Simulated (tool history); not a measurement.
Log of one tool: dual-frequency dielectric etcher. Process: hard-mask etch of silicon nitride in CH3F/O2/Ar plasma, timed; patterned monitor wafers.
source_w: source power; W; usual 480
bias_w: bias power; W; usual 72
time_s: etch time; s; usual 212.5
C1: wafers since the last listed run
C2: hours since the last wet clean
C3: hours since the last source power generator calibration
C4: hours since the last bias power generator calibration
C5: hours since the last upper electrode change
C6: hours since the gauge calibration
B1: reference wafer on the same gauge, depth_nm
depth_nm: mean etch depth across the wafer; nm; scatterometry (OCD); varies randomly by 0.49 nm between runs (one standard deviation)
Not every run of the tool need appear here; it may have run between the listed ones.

run 1 hour=0.0 | source_w=530 bias_w=72 time_s=212.5 | C1=0 C2=233.7 C3=1859.6 C4=3897.0 C5=974.1 C6=810.7 | B1=130.1 | depth_nm=161.6
run 2 hour=270.2 | source_w=530 bias_w=72 time_s=212.5 | C1=2122 C2=503.9 C3=2129.8 C4=4167.2 C5=1244.3 C6=1080.9 | B1=130.0 | depth_nm=160.6
run 3 hour=316.0 | source_w=480 bias_w=72 time_s=212.5 | C1=359 C2=549.7 C3=2175.6 C4=4213.0 C5=1290.1 C6=1126.7 | B1=130.0 | depth_nm=154.8
-- hour=349.3 wet clean of the chamber
run 4 hour=357.1 | source_w=480 bias_w=72 time_s=212.5 | C1=134 C2=7.8 C3=2216.7 C4=4254.1 C5=1331.2 C6=1167.8 | B1=129.9 | depth_nm=154.9
run 5 hour=429.3 | source_w=480 bias_w=72 time_s=212.5 | C1=567 C2=80.0 C3=2288.9 C4=4326.3 C5=1403.4 C6=1240.0 | B1=130.0 | depth_nm=155.6
-- hour=495.9 bias power generator calibrated
run 6 hour=522.2 | source_w=480 bias_w=72 time_s=212.5 | C1=698 C2=172.9 C3=2381.8 C4=26.3 C5=1496.3 C6=1332.9 | B1=130.0 | depth_nm=156.2
run 7 hour=591.1 | source_w=480 bias_w=72 time_s=212.5 | C1=541 C2=241.8 C3=2450.7 C4=95.2 C5=1565.2 C6=1401.8 | B1=129.9 | depth_nm=155.5
run 8 hour=643.1 | source_w=480 bias_w=72 time_s=212.5 | C1=408 C2=293.8 C3=2502.7 C4=147.2 C5=1617.2 C6=1453.8 | B1=130.0 | depth_nm=154.7
run 9 hour=746.9 | source_w=480 bias_w=72 time_s=212.5 | C1=815 C2=397.6 C3=2606.5 C4=251.0 C5=1721.0 C6=1557.6 | B1=130.0 | depth_nm=155.3
run 10 hour=813.1 | source_w=480 bias_w=72 time_s=212.5 | C1=520 C2=463.8 C3=2672.7 C4=317.2 C5=1787.2 C6=1623.8 | B1=130.0 | depth_nm=154.4
-- hour=847.3 source power generator calibrated
run 11 hour=851.9 | source_w=480 bias_w=72 time_s=212.5 | C1=273 C2=502.6 C3=4.6 C4=356.0 C5=1826.0 C6=1662.6 | B1=130.0 | depth_nm=154.9
-- hour=935.4 gauge calibrated
-- hour=949.2 wet clean of the chamber
run 12 hour=949.7 | source_w=480 bias_w=72 time_s=212.5 | C1=579 C2=0.5 C3=102.4 C4=453.8 C5=1923.8 C6=14.3 | B1=130.0 | depth_nm=155.3
run 13 hour=966.0 | source_w=480 bias_w=72 time_s=212.5 | C1=128 C2=16.8 C3=118.7 C4=470.1 C5=1940.1 C6=30.6 | B1=130.0 | depth_nm=155.9
run 14 hour=1005.0 | source_w=550 bias_w=85 time_s=248.5 | C1=306 C2=55.8 C3=157.7 C4=509.1 C5=1979.1 C6=69.6 | B1=130.0 | depth_nm=209.3
run 15 hour=1042.7 | source_w=410 bias_w=77 time_s=162.5 | C1=296 C2=93.5 C3=195.4 C4=546.8 C5=2016.8 C6=107.3 | B1=130.0 | depth_nm=115.3
run 16 hour=1115.8 | source_w=480 bias_w=72 time_s=212.5 | C1=574 C2=166.6 C3=268.5 C4=619.9 C5=2089.9 C6=180.4 | B1=130.0 | depth_nm=155.1
run 17 hour=1290.9 | source_w=480 bias_w=72 time_s=212.5 | C1=1375 C2=341.7 C3=443.6 C4=795.0 C5=2265.0 C6=355.5 | B1=129.9 | depth_nm=155.3
-- hour=1414.7 upper electrode replaced
run 18 hour=1415.2 | source_w=480 bias_w=78 time_s=229.5 | C1=787 C2=466.0 C3=567.9 C4=919.3 C5=0.5 C6=479.8 | B1=130.0 | depth_nm=174.9
run 19 hour=1492.0 | source_w=480 bias_w=72 time_s=212.5 | C1=603 C2=542.8 C3=644.7 C4=996.1 C5=77.3 C6=556.6 | B1=130.1 | depth_nm=155.0
-- hour=1540.6 wet clean of the chamber
run 20 hour=1591.2 | source_w=480 bias_w=72 time_s=212.5 | C1=590 C2=50.6 C3=743.9 C4=1095.3 C5=176.5 C6=655.8 | B1=129.9 | depth_nm=155.3
run 21 hour=1669.9 | source_w=370 bias_w=72 time_s=174.5 | C1=618 C2=129.3 C3=822.6 C4=1174.0 C5=255.2 C6=734.5 | B1=130.0 | depth_nm=114.4
run 22 hour=1719.8 | source_w=580 bias_w=72 time_s=212.5 | C1=392 C2=179.2 C3=872.5 C4=1223.9 C5=305.1 C6=784.4 | B1=130.1 | depth_nm=167.7
run 23 hour=1816.8 | source_w=600 bias_w=64 time_s=212.5 | C1=762 C2=276.2 C3=969.5 C4=1320.9 C5=402.1 C6=881.4 | B1=129.9 | depth_nm=158.6
run 24 hour=1883.7 | source_w=480 bias_w=72 time_s=212.5 | C1=525 C2=343.1 C3=1036.4 C4=1387.8 C5=469.0 C6=948.3 | B1=130.0 | depth_nm=155.1
run 25 hour=1963.5 | source_w=590 bias_w=72 time_s=240.0 | C1=626 C2=422.9 C3=1116.2 C4=1467.6 C5=548.8 C6=1028.1 | B1=130.0 | depth_nm=190.2
run 26 hour=2057.6 | source_w=370 bias_w=72 time_s=174.5 | C1=739 C2=517.0 C3=1210.3 C4=1561.7 C5=642.9 C6=1122.2 | B1=130.0 | depth_nm=114.8
-- hour=2117.6 wet clean of the chamber
run 27 hour=2118.1 | source_w=480 bias_w=72 time_s=212.5 | C1=286 C2=0.5 C3=1270.8 C4=1622.2 C5=703.4 C6=1182.7 | B1=130.0 | depth_nm=155.3
run 28 hour=2181.5 | source_w=480 bias_w=62 time_s=212.5 | C1=498 C2=63.9 C3=1334.2 C4=1685.6 C5=766.8 C6=1246.1 | B1=130.0 | depth_nm=142.2

Estimate the outcome of run 29 from the log above:
run 29 hour=2256.5 | source_w=480 bias_w=72 time_s=258.5 | C1=589 C2=138.9 C3=1409.2 C4=1760.6 C5=841.8 C6=1321.1 | B1=? | depth_nm=?

{"run 29": {"B1": 130.0, "depth_nm": 189.8}}
If the tool had no hidden condition, the same run with the same run-to-run variation would have returned depth_nm 189.8 nm.
